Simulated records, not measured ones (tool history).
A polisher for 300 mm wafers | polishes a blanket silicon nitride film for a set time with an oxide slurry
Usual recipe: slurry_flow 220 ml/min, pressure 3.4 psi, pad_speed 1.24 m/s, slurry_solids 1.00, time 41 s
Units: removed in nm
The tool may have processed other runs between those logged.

run,hour,slurry_flow,pressure,pad_speed,slurry_solids,time,wafers since the last listed run,wafers polished on this pad,hours since the slurry nozzle was cleaned,hours since the head pressure was calibrated,hours since the slurry blender was calibrated,hours since the conditioning disc was replaced,"incoming thickness of the incoming film, nm",removed
1,0.0,175,3.4,1.24,1.00,41,0,11318,61.5,288.5,511.4,638.1,279.9,29.6
# hour 18.0: worn pad replaced by a new one
# hour 97.6: conditioning disc replaced and pad reconditioned
2,98.1,220,3.4,1.24,1.00,41,1508,1279,159.6,386.6,609.5,0.5,282.4,34.7
3,186.8,220,3.4,1.24,1.00,41,1453,2733,248.3,475.3,698.2,89.2,276.1,33.2
# hour 202.0: slurry blender recalibrated
4,251.3,220,3.4,1.24,1.00,41,1023,3757,312.8,539.8,49.3,153.7,276.8,32.6
5,298.6,220,3.4,1.24,1.00,41,774,4531,360.1,587.1,96.6,201.0,281.1,32.1
6,379.3,220,3.4,1.24,1.00,41,1322,5854,440.8,667.8,177.3,281.7,283.1,31.0
7,479.4,220,3.4,1.04,1.00,41,1639,7494,540.9,767.9,277.4,381.8,279.6,27.2
8,564.8,220,3.4,1.24,1.30,37,1399,8893,626.3,853.3,362.8,467.2,283.3,30.3
9,643.2,220,3.4,1.24,0.70,52,1284,10177,704.7,931.7,441.2,545.6,282.7,32.8
# hour 658.7: head pressure recalibrated
# hour 697.4: worn pad replaced by a new one
10,700.4,220,3.4,1.24,1.00,35,838,48,761.9,41.7,498.4,602.8,277.8,24.9
# hour 729.0: conditioning disc replaced and pad reconditioned
11,757.3,280,2.6,1.60,1.00,41,899,947,818.8,98.6,555.3,28.3,277.6,32.7
# hour 781.7: slurry nozzle cleaned
12,860.0,220,3.4,1.24,0.85,45,1666,2614,78.3,201.3,658.0,131.0,285.0,33.7
# hour 917.5: slurry blender recalibrated
13,963.5,250,3.4,1.24,1.00,36,1662,4277,181.8,304.8,46.0,234.5,280.8,29.0
14,1057.5,220,3.4,1.24,1.00,41,1540,5817,275.8,398.8,140.0,328.5,282.9,31.3
15,1157.3,145,2.6,1.24,1.15,37,1635,7452,375.6,498.6,239.8,428.3,282.8,23.2
16,1243.4,220,3.4,1.24,1.00,31,1410,8862,461.7,584.7,325.9,514.4,281.8,22.7
17,1337.7,220,3.4,1.24,1.00,41,1544,10407,556.0,679.0,420.2,608.7,285.4,29.1
# hour 1372.0: conditioning disc replaced and pad reconditioned
18,1391.2,220,3.4,1.48,1.00,41,843,11251,609.5,732.5,473.7,19.2,284.6,38.3
# hour 1425.0: worn pad replaced by a new one
# hour 1457.8: head pressure recalibrated
19,1463.8,220,3.4,1.38,1.00,45,1091,603,682.1,6.0,546.3,91.8,280.6,38.6
20,1529.5,220,2.5,1.24,1.00,41,1076,1679,747.8,71.7,612.0,157.5,281.2,26.3
# hour 1537.7: slurry nozzle cleaned
# hour 1600.1: slurry blender recalibrated
21,1613.6,295,4.0,1.54,1.20,41,1328,3008,75.9,155.8,13.5,241.6,275.1,46.6
22,1721.1,220,3.4,1.24,1.10,41,1761,4769,183.4,263.3,121.0,349.1,278.0,33.3
23,1767.6,175,3.4,1.24,0.80,41,761,5531,229.9,309.8,167.5,395.6,276.5,28.6
# hour 1975.7: conditioning disc replaced and pad reconditioned
24,2019.1,220,3.4,1.48,1.00,41,4087,9619,481.4,561.3,419.0,43.4,284.5,38.8
# hour 2105.2: worn pad replaced by a new one
25,2120.6,220,3.4,1.24,1.00,41,1597,251,582.9,662.8,520.5,144.9,276.1,32.3
26,2218.0,255,3.4,1.24,0.90,34,1595,1847,680.3,760.2,617.9,242.3,281.4,25.3

Forecast each of these 3 alternatives for the next run:
A,2218.4,220,3.4,1.24,1.00,50,6,1854,680.7,760.6,618.3,242.7,277.8,?
B,2218.4,160,3.4,1.24,1.15,54,6,1854,680.7,760.6,618.3,242.7,277.8,?
C,2218.4,185,4.1,1.24,1.15,49,6,1854,680.7,760.6,618.3,242.7,277.8,?

run,removed
A,38.8
B,42.4
C,44.8
Had the tool no hidden state, the same runs would have come out as:
run,removed
A,42.2
B,46.4
C,49.3

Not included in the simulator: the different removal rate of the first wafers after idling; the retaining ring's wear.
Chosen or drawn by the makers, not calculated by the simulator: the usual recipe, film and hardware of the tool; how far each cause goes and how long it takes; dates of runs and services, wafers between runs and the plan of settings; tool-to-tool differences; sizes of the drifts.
